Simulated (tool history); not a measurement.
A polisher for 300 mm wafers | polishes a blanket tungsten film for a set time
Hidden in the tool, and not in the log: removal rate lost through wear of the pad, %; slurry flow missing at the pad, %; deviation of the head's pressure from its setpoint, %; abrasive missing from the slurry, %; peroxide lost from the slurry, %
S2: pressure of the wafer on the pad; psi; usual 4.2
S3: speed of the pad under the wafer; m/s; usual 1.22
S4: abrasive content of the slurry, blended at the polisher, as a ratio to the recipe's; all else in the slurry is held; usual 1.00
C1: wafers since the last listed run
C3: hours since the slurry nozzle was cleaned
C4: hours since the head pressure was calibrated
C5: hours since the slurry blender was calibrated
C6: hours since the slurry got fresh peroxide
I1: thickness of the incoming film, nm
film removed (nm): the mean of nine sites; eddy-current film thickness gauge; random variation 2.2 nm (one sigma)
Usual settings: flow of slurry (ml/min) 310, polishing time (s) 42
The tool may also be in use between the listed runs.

Run 1, day 0.000: usual settings; C1 0; wafers polished on this pad 3810; C3 209.5; C4 31.8; C5 399.6; C6 211.1; I1 775.8. Result: film removed (nm) 254.9.
At day 0.875: slurry blender recalibrated.
Run 2, day 2.146: usual settings; C1 561; wafers polished on this pad 4371; C3 261.0; C4 83.3; C5 30.5; C6 262.6; I1 770.0. Result: film removed (nm) 252.3.
At day 4.262: worn pad replaced by a new one.
Run 3, day 4.338: usual settings; C1 551; wafers polished on this pad 20; C3 313.6; C4 135.9; C5 83.1; C6 315.2; I1 768.9. Result: film removed (nm) 252.9.
Run 4, day 5.683: usual settings; C1 366; wafers polished on this pad 386; C3 345.9; C4 168.2; C5 115.4; C6 347.5; I1 761.8. Result: film removed (nm) 252.4.
Run 5, day 7.117: usual settings; C1 390; wafers polished on this pad 777; C3 380.3; C4 202.6; C5 149.8; C6 381.9; I1 769.1. Result: film removed (nm) 254.9.
Run 6, day 8.904: usual settings; C1 486; wafers polished on this pad 1263; C3 423.2; C4 245.5; C5 192.7; C6 424.8; I1 781.4. Result: film removed (nm) 247.2.
Run 7, day 10.208: usual settings but flow of slurry (ml/min) 225, S3 0.82 m/s, S4 0.90, polishing time (s) 51; C1 354; wafers polished on this pad 1618; C3 454.5; C4 276.8; C5 224.0; C6 456.1; I1 766.3. Result: film removed (nm) 180.6.
At day 11.100: slurry tank refilled with fresh slurry and peroxide.
Run 8, day 12.383: usual settings but S2 4.8 psi, S4 0.90, polishing time (s) 37; C1 580; wafers polished on this pad 2199; C3 506.7; C4 329.0; C5 276.2; C6 30.8; I1 761.3. Result: film removed (nm) 226.6.
At day 12.954: slurry nozzle cleaned.
Run 9, day 15.358: usual settings but flow of slurry (ml/min) 235, S2 5.2 psi, S3 1.36 m/s, S4 0.90; C1 798; wafers polished on this pad 2997; C3 57.7; C4 400.4; C5 347.6; C6 102.2; I1 781.7. Result: film removed (nm) 323.2.
Run 10, day 18.104: usual settings; C1 747; wafers polished on this pad 3745; C3 123.6; C4 466.3; C5 413.5; C6 168.1; I1 782.4. Result: film removed (nm) 255.2.
At day 19.358: slurry blender recalibrated.
At day 22.462: worn pad replaced by a new one.
Run 11, day 26.692: usual settings but S2 3.7 psi; C1 2269; wafers polished on this pad 1151; C3 329.7; C4 672.4; C5 176.0; C6 374.2; I1 769.4. Result: film removed (nm) 218.6.
At day 29.154: slurry tank refilled with fresh slurry and peroxide.
Run 12, day 33.254: usual settings but flow of slurry (ml/min) 205, S3 1.40 m/s; C1 1774; wafers polished on this pad 2926; C3 487.2; C4 829.9; C5 333.5; C6 98.4; I1 756.8. Result: film removed (nm) 237.7.
At day 34.496: slurry nozzle cleaned.
Run 13, day 35.542: usual settings but S4 0.70, polishing time (s) 56; C1 611; wafers polished on this pad 3537; C3 25.1; C4 884.8; C5 388.4; C6 153.3; I1 774.5. Result: film removed (nm) 300.1.
Run 14, day 37.608: usual settings but S4 1.20; C1 562; wafers polished on this pad 4100; C3 74.7; C4 934.4; C5 438.0; C6 202.9; I1 776.5. Result: film removed (nm) 265.5.
Run 15, day 39.650: usual settings but S4 0.90; C1 555; wafers polished on this pad 4656; C3 123.7; C4 983.4; C5 487.0; C6 251.9; I1 770.8. Result: film removed (nm) 241.7.
Run 16, day 40.896: usual settings but flow of slurry (ml/min) 275, S2 3.6 psi, S3 1.42 m/s, polishing time (s) 30; C1 339; wafers polished on this pad 4995; C3 153.6; C4 1013.3; C5 516.9; C6 281.8; I1 771.1. Result: film removed (nm) 174.3.
At day 42.567: slurry blender recalibrated.
At day 42.600: worn pad replaced by a new one.
Run 17, day 42.921: usual settings but S2 3.4 psi; C1 518; wafers polished on this pad 86; C3 202.2; C4 1061.9; C5 8.5; C6 330.4; I1 773.6. Result: film removed (nm) 199.0.
Run 18, day 43.979: usual settings; C1 288; wafers polished on this pad 375; C3 227.6; C4 1087.3; C5 33.9; C6 355.8; I1 781.4. Result: film removed (nm) 244.6.
Run 19, day 46.125: usual settings but flow of slurry (ml/min) 355, S2 4.7 psi, polishing time (s) 50; C1 584; wafers polished on this pad 959; C3 279.1; C4 1138.8; C5 85.4; C6 407.3; I1 779.2. Result: film removed (nm) 329.6.
At day 47.717: slurry tank refilled with fresh slurry and peroxide.
At day 48.242: head pressure recalibrated.
At day 51.888: slurry nozzle cleaned.
Run 20, day 55.075: usual settings; C1 2390; wafers polished on this pad 3349; C3 76.5; C4 164.0; C5 300.2; C6 176.6; I1 784.3. Result: film removed (nm) 258.8.
At day 60.000: worn pad replaced by a new one.
Run 21, day 62.358: usual settings but S4 1.30; C1 1937; wafers polished on this pad 642; C3 251.3; C4 338.8; C5 475.0; C6 351.4; I1 771.7. Result: film removed (nm) 273.0.
At day 63.621: slurry blender recalibrated.
Run 22, day 64.808: usual settings but flow of slurry (ml/min) 415, S2 5.4 psi, S4 1.15, polishing time (s) 29; C1 644; wafers polished on this pad 1286; C3 310.1; C4 397.6; C5 28.5; C6 410.2; I1 771.1. Result: film removed (nm) 241.6.
Run 23, day 66.550: usual settings but S2 5.4 psi, polishing time (s) 52; C1 474; wafers polished on this pad 1760; C3 351.9; C4 439.4; C5 70.3; C6 452.0; I1 781.0. Result: film removed (nm) 389.7.
Run 24, day 68.162: usual settings; C1 438; wafers polished on this pad 2199; C3 390.6; C4 478.1; C5 109.0; C6 490.7; I1 757.4. Result: film removed (nm) 246.7.
At day 69.221: slurry nozzle cleaned.
Run 25, day 69.633: usual settings but flow of slurry (ml/min) 420, S2 3.3 psi, S3 0.98 m/s; C1 389; wafers polished on this pad 2588; C3 9.9; C4 513.4; C5 144.3; C6 526.0; I1 762.9. Result: film removed (nm) 166.6.
At day 71.108: slurry tank refilled with fresh slurry and peroxide.
Run 26, day 72.129: usual settings but S4 0.80; C1 668; wafers polished on this pad 3256; C3 69.8; C4 573.3; C5 204.2; C6 24.5; I1 767.8. Result: film removed (nm) 238.2.
Run 27, day 73.896: usual settings but S4 0.85; C1 480; wafers polished on this pad 3737; C3 112.2; C4 615.7; C5 246.6; C6 66.9; I1 762.8. Result: film removed (nm) 238.7.

Forecast each of these 3 alternatives for the next run:
Run A, day 73.912: usual settings but polishing time (s) 37; C1 4; wafers polished on this pad 3741; C3 112.6; C4 616.1; C5 247.0; C6 67.3; I1 753.2. Result: film removed (nm) ?.
Run B, day 73.912: usual settings but S3 0.80 m/s, S4 0.70; C1 4; wafers polished on this pad 3741; C3 112.6; C4 616.1; C5 247.0; C6 67.3; I1 753.2. Result: film removed (nm) ?.
Run C, day 73.912: usual settings but polishing time (s) 32; C1 4; wafers polished on this pad 3741; C3 112.6; C4 616.1; C5 247.0; C6 67.3; I1 753.2. Result: film removed (nm) ?.

run  film removed (nm)
  A              225.0
  B              149.9
  C              194.6
Without the tool's hidden state the same runs would have given:
run  film removed (nm)
  A              232.1
  B              154.7
  C              200.8
